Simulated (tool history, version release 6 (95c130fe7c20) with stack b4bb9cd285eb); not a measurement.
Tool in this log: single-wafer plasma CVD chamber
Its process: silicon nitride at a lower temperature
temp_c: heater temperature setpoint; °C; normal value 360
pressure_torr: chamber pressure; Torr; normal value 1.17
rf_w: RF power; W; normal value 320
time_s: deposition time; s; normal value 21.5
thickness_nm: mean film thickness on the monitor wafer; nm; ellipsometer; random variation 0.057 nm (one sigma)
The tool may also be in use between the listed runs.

run	hour	temp_c	pressure_torr	rf_w	time_s	read-back reference wafer on the same gauge, thickness_nm	thickness_nm
1	0	365	1.17	320	24.1	19.511	25.392
2	10.5	360	1.17	320	21.5	19.508	22.619
3	23.2	360	1.17	320	20	19.499	21.062
4	32.3	360	1.17	320	20	19.489	21.125
5	44.8	360	1.17	320	21.5	19.502	22.625
6	54.8	360	1.17	320	21.5	19.491	22.716
7	65.5	360	1.17	320	21.5	19.5	22.679
8	76.9	360	1.17	320	21.5	19.5	22.612
9	90.5	360	1.17	320	21.5	19.495	22.608
10	101.3	360	1.17	320	21.5	19.51	22.585
11	117.5	360	1.17	320	21.5	19.499	22.563
12	132.5	360	1.17	320	21.5	19.496	22.622
# hour 142: thermocouple changed; heater temperature recalibrated
13	142.5	371	1.37	380	19.4	19.505	23.37
14	148.9	360	1.17	265	21.5	19.499	20.533
15	164.6	347	1.09	320	19.4	19.501	19.98
16	180.5	360	1	320	19.8	19.497	19.726
# hour 191: gauge calibrated
# hour 202.7: capacitance manometer re-zeroed and calibrated
# hour 207: showerhead replaced
17	207.5	360	1.17	320	21.5	19.488	22.66
18	216.4	360	1.17	320	21.5	19.495	22.472

Run 19 has not been measured yet. What should we expect?
19	227.5	371	1.17	340	23.9	?	?

read-back reference wafer on the same gauge, thickness_nm: 19.495
thickness_nm: 25.716 nm
Take away the tool's hidden state, keep the run-to-run variation as it was, and the same run would have given thickness_nm 26.974 nm.
